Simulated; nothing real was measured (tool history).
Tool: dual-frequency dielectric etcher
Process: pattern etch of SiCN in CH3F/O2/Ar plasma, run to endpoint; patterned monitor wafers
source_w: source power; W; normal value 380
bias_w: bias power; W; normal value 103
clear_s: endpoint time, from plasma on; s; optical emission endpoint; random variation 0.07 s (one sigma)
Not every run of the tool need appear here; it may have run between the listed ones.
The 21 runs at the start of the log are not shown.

run	hour	source_w	bias_w	incoming incoming film thickness, nm	clear_s
22	550.3	300	112	10.27	24.5
23	580	380	103	10.26	23.8
24	613.6	280	103	10.31	26.5
25	640.9	380	110	10.25	22.7
26	653	410	110	10.23	22
27	677.8	420	103	10.31	22.9
28	702.2	380	103	10.17	23.4
29	715.8	290	103	10.15	25.7
30	728.7	380	85	10.19	26.1
31	758.8	450	103	10.29	22.3
32	789.9	330	117	10.2	22.8

Consider 5 possible next runs. They are alternatives, not a sequence: every one starts from the tool as it was left by run 32. What does each give?
A	790.3	380	103	10.11	?
B	790.3	430	86	10.11	?
C	790.3	380	86	10.11	?
D	790.3	380	127	10.11	?
E	790.3	430	113	10.11	?

run	clear_s
A	23.4
B	24.8
C	25.9
D	20.9
E	21.3
With no hidden state in the tool, these same runs would have given:
run	clear_s
A	23.4
B	24.8
C	26
D	20.9
E	21.4

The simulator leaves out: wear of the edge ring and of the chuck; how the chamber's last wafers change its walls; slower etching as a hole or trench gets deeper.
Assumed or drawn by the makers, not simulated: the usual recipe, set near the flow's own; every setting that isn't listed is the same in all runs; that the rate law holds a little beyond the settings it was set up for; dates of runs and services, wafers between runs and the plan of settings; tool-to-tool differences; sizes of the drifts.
